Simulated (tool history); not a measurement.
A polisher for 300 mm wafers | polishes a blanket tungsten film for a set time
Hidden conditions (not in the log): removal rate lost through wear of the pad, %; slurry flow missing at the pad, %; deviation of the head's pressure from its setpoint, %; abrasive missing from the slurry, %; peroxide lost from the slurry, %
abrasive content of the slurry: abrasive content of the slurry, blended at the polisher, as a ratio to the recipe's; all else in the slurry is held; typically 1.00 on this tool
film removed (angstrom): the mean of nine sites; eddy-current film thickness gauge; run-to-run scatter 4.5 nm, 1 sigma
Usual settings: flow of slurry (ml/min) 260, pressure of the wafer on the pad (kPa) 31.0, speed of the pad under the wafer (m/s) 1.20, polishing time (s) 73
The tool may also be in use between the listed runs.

run     day  flow of slurry (ml/min)  pressure of the wafer on the pad (kPa)  speed of the pad under the wafer (m/s)  abrasive content of the slurry  polishing time (s)  wafers since the last listed run  wafers polished on this pad  hours since the slurry nozzle was cleaned  hours since the head pressure was calibrated  hours since the slurry blender was calibrated  hours since the slurry got fresh peroxide  incoming thickness of the incoming film, nm  film removed (angstrom)
  1   0.000                      260                                    31.0                                    1.20                            1.00                  73                                 0                         3153                                      253.1                                         158.5                                          440.4                                      536.0                                       1389.7                     3848
  2   2.754                      260                                    27.6                                    1.20                            1.00                  73                               612                         3766                                      319.2                                         224.6                                          506.5                                      602.1                                       1420.1                     3421
  3   5.575                      260                                    31.0                                    1.32                            1.25                  49                               627                         4393                                      386.9                                         292.3                                          574.2                                      669.8                                       1424.2                     2910
  4   8.042                      320                                    31.0                                    1.20                            1.00                  73                               548                         4941                                      446.1                                         351.5                                          633.4                                      729.0                                       1432.4                     3820
  5  10.288                      260                                    31.0                                    1.20                            1.00                  73                               499                         5441                                      500.0                                         405.4                                          687.3                                      782.9                                       1432.8                     3672
     11.917  -- slurry tank refilled with fresh slurry and peroxide
     13.883  -- slurry blender recalibrated
  6  13.904                      260                                    27.6                                    1.06                            1.00                  73                               776                         6217                                      586.8                                         492.2                                            0.5                                       47.7                                       1409.0                     3125
  7  15.588                      320                                    31.0                                    1.02                            1.00                  59                               374                         6591                                      627.2                                         532.6                                           40.9                                       88.1                                       1424.6                     2768
  8  17.879                      260                                    39.3                                    1.20                            1.20                  58                               509                         7101                                      682.2                                         587.6                                           95.9                                      143.1                                       1441.2                     4017
  9  19.512                      260                                    37.9                                    1.20                            1.00                  96                               363                         7464                                      721.4                                         626.8                                          135.1                                      182.3                                       1448.2                     6343
     20.812  -- worn pad replaced by a new one
 10  23.621                      260                                    41.4                                    1.20                            1.00                  73                               876                          624                                      820.0                                         725.4                                          233.7                                      280.9                                       1397.0                     5232
     24.317  -- slurry nozzle cleaned
 11  27.879                      330                                    31.0                                    1.04                            1.00                  73                               937                         1561                                       85.5                                         827.6                                          335.9                                      383.1                                       1438.9                     3461
 12  30.067                      260                                    31.0                                    1.20                            1.00                  73                               486                         2048                                      138.0                                         880.1                                          388.4                                      435.6                                       1409.7                     3945
 13  31.600                      260                                    27.6                                    1.42                            1.00                  73                               340                         2389                                      174.8                                         916.9                                          425.2                                      472.4                                       1434.4                     4151
 14  38.046                      235                                    24.8                                    1.20                            1.00                  73                              1433                         3822                                      329.5                                        1071.6                                          579.9                                      627.1                                       1407.7                     3049
 15  40.692                      315                                    31.0                                    1.20                            1.00                  57                               588                         4410                                      393.0                                        1135.1                                          643.4                                      690.6                                       1444.2                     3065
     41.733  -- head pressure recalibrated
     43.204  -- slurry tank refilled with fresh slurry and peroxide
     43.346  -- slurry blender recalibrated
     50.438  -- worn pad replaced by a new one
 16  53.600                      200                                    31.0                                    1.50                            1.00                  80                              2786                          702                                      702.8                                         284.8                                          246.1                                      249.5                                       1421.6                     5279
     56.058  -- slurry nozzle cleaned
 17  56.079                      260                                    40.0                                    1.20                            0.85                  73                               542                         1244                                        0.5                                         344.3                                          305.6                                      309.0                                       1420.4                     4957
 18  58.854                      260                                    31.0                                    1.20                            1.00                  73                               617                         1862                                       67.1                                         410.9                                          372.2                                      375.6                                       1410.9                     3873
 19  62.392                      260                                    31.0                                    1.20                            1.00                  73                               786                         2648                                      152.0                                         495.8                                          457.1                                      460.5                                       1417.7                     3892
 20  66.671                      260                                    22.8                                    1.20                            0.85                  73                               951                         3600                                      254.7                                         598.5                                          559.8                                      563.2                                       1430.4                     2827
 21  70.558                      260                                    31.0                                    1.20                            1.00                  73                               864                         4464                                      348.0                                         691.8                                          653.1                                      656.5                                       1409.8                     3867
 22  74.596                      260                                    31.0                                    1.20                            1.00                  73                               897                         5362                                      444.9                                         788.7                                          750.0                                      753.4                                       1412.5                     3811
     74.900  -- slurry tank refilled with fresh slurry and peroxide
 23  77.833                      210                                    36.5                                    1.20                            0.75                  89                               710                         6072                                      522.6                                         866.4                                          827.7                                       70.4                                       1402.2                     5030
     79.288  -- slurry blender recalibrated
     79.312  -- worn pad replaced by a new one
 24  80.988                      170                                    31.0                                    1.04                            0.70                  73                               676                          372                                      598.3                                         942.1                                           40.8                                      146.1                                       1416.9                     3100
 25  83.846                      260                                    31.0                                    1.20                            1.00                  73                               635                         1007                                      666.9                                        1010.7                                          109.4                                      214.7                                       1413.4                     3943
 26  87.267                      260                                    31.0                                    0.96                            1.10                  73                               760                         1768                                      749.0                                        1092.8                                          191.5                                      296.8                                       1435.9                     3221

Each row is a separate what-if for the run after 26, all from the same tool condition, not one after another. Results?
  A  87.283                      260                                    31.0                                    1.20                            1.00                  73                                 3                         1771                                      749.4                                        1093.2                                          191.9                                      297.2                                       1407.4                        ?
  B  87.283                      260                                    31.0                                    1.20                            0.80                  73                                 3                         1771                                      749.4                                        1093.2                                          191.9                                      297.2                                       1407.4                        ?
  C  87.283                      200                                    26.2                                    1.20                            1.00                  50                                 3                         1771                                      749.4                                        1093.2                                          191.9                                      297.2                                       1407.4                        ?
  D  87.283                      260                                    31.0                                    1.20                            1.00                  80                                 3                         1771                                      749.4                                        1093.2                                          191.9                                      297.2                                       1407.4                        ?

run  film removed (angstrom)
  A                     3942
  B                     3823
  C                     2236
  D                     4319
Take away the tool's hidden state, keep each run's random variation, and the runs would have read:
run  film removed (angstrom)
  A                     4002
  B                     3880
  C                     2270
  D                     4386
